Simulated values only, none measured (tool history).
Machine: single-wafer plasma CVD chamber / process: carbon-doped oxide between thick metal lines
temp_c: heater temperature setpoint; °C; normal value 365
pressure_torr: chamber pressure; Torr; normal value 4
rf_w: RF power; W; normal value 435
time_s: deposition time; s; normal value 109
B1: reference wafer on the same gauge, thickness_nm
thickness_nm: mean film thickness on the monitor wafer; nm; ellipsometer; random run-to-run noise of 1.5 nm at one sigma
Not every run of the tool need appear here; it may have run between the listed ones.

{"run": 1, "day": 0.0, "temp_c": 365, "pressure_torr": 4, "rf_w": 415, "time_s": 109, "B1": 468.7, "thickness_nm": 421.41}
{"run": 2, "day": 3.458, "temp_c": 365, "pressure_torr": 4, "rf_w": 415, "time_s": 109, "B1": 468.164, "thickness_nm": 417.651}
{"day": 5.288, "done": "capacitance manometer re-zeroed and calibrated"}
{"run": 3, "day": 5.308, "temp_c": 365, "pressure_torr": 4, "rf_w": 435, "time_s": 109, "B1": 468.911, "thickness_nm": 425.462}
{"run": 4, "day": 7.829, "temp_c": 365, "pressure_torr": 4, "rf_w": 435, "time_s": 109, "B1": 469.345, "thickness_nm": 424.181}
{"run": 5, "day": 9.55, "temp_c": 365, "pressure_torr": 4, "rf_w": 435, "time_s": 109, "B1": 468.681, "thickness_nm": 427.103}
{"run": 6, "day": 13.979, "temp_c": 365, "pressure_torr": 3.45, "rf_w": 435, "time_s": 109, "B1": 468.903, "thickness_nm": 408.696}
{"run": 7, "day": 17.933, "temp_c": 365, "pressure_torr": 4, "rf_w": 435, "time_s": 109, "B1": 468.827, "thickness_nm": 423.646}
{"run": 8, "day": 21.125, "temp_c": 365, "pressure_torr": 4, "rf_w": 435, "time_s": 109, "B1": 469.363, "thickness_nm": 421.216}
{"run": 9, "day": 24.55, "temp_c": 365, "pressure_torr": 4, "rf_w": 435, "time_s": 109, "B1": 469.542, "thickness_nm": 418.918}
{"run": 10, "day": 28.125, "temp_c": 365, "pressure_torr": 4, "rf_w": 435, "time_s": 109, "B1": 469.529, "thickness_nm": 421.447}
{"run": 11, "day": 40.058, "temp_c": 365, "pressure_torr": 4, "rf_w": 435, "time_s": 109, "B1": 469.356, "thickness_nm": 419.796}
{"run": 12, "day": 43.446, "temp_c": 365, "pressure_torr": 4, "rf_w": 435, "time_s": 109, "B1": 469.362, "thickness_nm": 418.596}
{"day": 47.546, "done": "RF generator calibrated"}
{"run": 13, "day": 47.567, "temp_c": 365, "pressure_torr": 4, "rf_w": 435, "time_s": 109, "B1": 469.115, "thickness_nm": 428.55}
{"run": 14, "day": 49.038, "temp_c": 377, "pressure_torr": 3.47, "rf_w": 435, "time_s": 99, "B1": 469.636, "thickness_nm": 370.378}
{"day": 50.467, "done": "capacitance manometer re-zeroed and calibrated"}
{"run": 15, "day": 52.475, "temp_c": 379, "pressure_torr": 3.7, "rf_w": 475, "time_s": 95, "B1": 468.629, "thickness_nm": 372.775}
{"day": 56.629, "done": "gauge calibrated"}
{"run": 16, "day": 56.838, "temp_c": 365, "pressure_torr": 3.42, "rf_w": 365, "time_s": 100, "B1": 468.876, "thickness_nm": 347.766}
{"day": 58.475, "done": "showerhead replaced"}
{"run": 17, "day": 59.358, "temp_c": 365, "pressure_torr": 3.56, "rf_w": 515, "time_s": 120, "B1": 468.784, "thickness_nm": 492.036}
{"run": 18, "day": 62.592, "temp_c": 365, "pressure_torr": 4, "rf_w": 415, "time_s": 109, "B1": 469.27, "thickness_nm": 416.317}
{"run": 19, "day": 66.204, "temp_c": 365, "pressure_torr": 4, "rf_w": 435, "time_s": 109, "B1": 468.48, "thickness_nm": 420.222}
{"day": 68.954, "done": "thermocouple changed; heater temperature recalibrated"}
{"run": 20, "day": 70.683, "temp_c": 358, "pressure_torr": 4, "rf_w": 375, "time_s": 123, "B1": 469.187, "thickness_nm": 458.399}
{"run": 21, "day": 73.021, "temp_c": 353, "pressure_torr": 3.35, "rf_w": 390, "time_s": 116, "B1": 469.319, "thickness_nm": 428.711}
{"run": 22, "day": 75.642, "temp_c": 365, "pressure_torr": 4, "rf_w": 435, "time_s": 109, "B1": 468.927, "thickness_nm": 426.08}
{"run": 23, "day": 86.6, "temp_c": 353, "pressure_torr": 3.08, "rf_w": 500, "time_s": 126, "B1": 468.247, "thickness_nm": 515.12}
{"run": 24, "day": 89.938, "temp_c": 369, "pressure_torr": 4.86, "rf_w": 520, "time_s": 109, "B1": 468.693, "thickness_nm": 475.355}
{"run": 25, "day": 93.762, "temp_c": 365, "pressure_torr": 3.6, "rf_w": 490, "time_s": 109, "B1": 469.035, "thickness_nm": 440.082}
{"run": 26, "day": 95.908, "temp_c": 365, "pressure_torr": 3.02, "rf_w": 435, "time_s": 109, "B1": 469.338, "thickness_nm": 398.441}
{"run": 27, "day": 97.65, "temp_c": 353, "pressure_torr": 3.53, "rf_w": 365, "time_s": 117, "B1": 468.912, "thickness_nm": 418.233}

Hidden state, per run?
true pressure above the setpoint (%): 0 at every run
gauge reads high (%): 0 at every run
H1: wafer temperature above the value expected at the setpoint (K)
H2: delivered RF power above the setpoint (%)
run=1 H1=1.33 H2=-4.35
run=2 H1=1.49 H2=-4.8
run=3 H1=1.58 H2=-5.02
run=4 H1=1.7 H2=-5.29
run=5 H1=1.79 H2=-5.46
run=6 H1=2.03 H2=-5.86
run=7 H1=2.26 H2=-6.16
run=8 H1=2.46 H2=-6.37
run=9 H1=2.68 H2=-6.56
run=10 H1=2.92 H2=-6.75
run=11 H1=3.8 H2=-7.2
run=12 H1=4.07 H2=-7.29
run=13 H1=4.41 H2=-1.13
run=14 H1=4.54 H2=-1.55
run=15 H1=4.84 H2=-2.45
run=16 H1=5.24 H2=-3.44
run=17 H1=5.48 H2=-3.93
run=18 H1=5.79 H2=-4.51
run=19 H1=6.15 H2=-5.07
run=20 H1=0.464 H2=-5.66
run=21 H1=0.47 H2=-5.93
run=22 H1=0.482 H2=-6.21
run=23 H1=0.597 H2=-7.11
run=24 H1=0.652 H2=-7.31
run=25 H1=0.728 H2=-7.52
run=26 H1=0.776 H2=-7.62
run=27 H1=0.817 H2=-7.7
